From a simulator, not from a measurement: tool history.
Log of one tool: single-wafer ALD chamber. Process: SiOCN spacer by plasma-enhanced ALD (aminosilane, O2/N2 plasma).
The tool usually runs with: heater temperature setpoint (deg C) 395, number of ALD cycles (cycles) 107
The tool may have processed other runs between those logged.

| run | hour | heater temperature setpoint (deg C) | number of ALD cycles (cycles) | read-back reference wafer on the same gauge, thickness_nm | mean film thickness on the monitor wafer (angstrom) |
|---|---|---|---|---|---|
| 1 | 0 | 395 | 91 | 6.143 | 54.54 |
| 2 | 58.1 | 395 | 91 | 6.134 | 54.57 |
| 3 | 162.3 | 395 | 91 | 6.137 | 54.63 |
| 4 | 224.9 | 392 | 107 | 6.125 | 64.11 |
| 5 | 316.4 | 392 | 107 | 6.114 | 63.99 |
| 6 | 355.7 | 392 | 107 | 6.111 | 63.86 |
| 7 | 448.6 | 395 | 107 | 6.118 | 63.96 |
| 8 | 553 | 395 | 115 | 6.1 | 68.72 |
| 9 | 589.1 | 395 | 115 | 6.107 | 68.59 |
| 10 | 638.5 | 395 | 107 | 6.092 | 64.17 |
| 11 | 697.5 | 395 | 107 | 6.092 | 63.72 |
| 12 | 779 | 395 | 107 | 6.092 | 63.77 |
|  | 797.2 | gauge calibrated |
| 13 | 880.3 | 395 | 107 | 6.238 | 65.63 |
| 14 | 940.4 | 395 | 107 | 6.241 | 65.21 |
| 15 | 984.2 | 395 | 107 | 6.226 | 65.22 |
| 16 | 1053 | 407 | 107 | 6.223 | 64.08 |
| 17 | 1090.9 | 407 | 107 | 6.227 | 64.06 |
| 18 | 1143 | 380 | 93 | 6.224 | 56.59 |
| 19 | 1238.7 | 395 | 123 | 6.21 | 74.56 |
| 20 | 1326.3 | 395 | 107 | 6.206 | 64.85 |
| 21 | 1377.7 | 384 | 125 | 6.2 | 75.62 |
| 22 | 1478 | 383 | 100 | 6.189 | 60.47 |
| 23 | 1542.2 | 386 | 107 | 6.196 | 64.62 |
| 24 | 1600.6 | 402 | 100 | 6.192 | 60.43 |

For run 25, what comes out?
|  | 1653.5 | thermocouple changed; heater temperature recalibrated |
| 25 | 1657.2 | 395 | 107 | ? | ? |

Run 25 yielded read-back reference wafer on the same gauge, thickness_nm 6.185, mean film thickness on the monitor wafer (angstrom) 64.55.
Minus the tool's unlogged condition, the same run would have read mean film thickness on the monitor wafer (angstrom) 65.03.
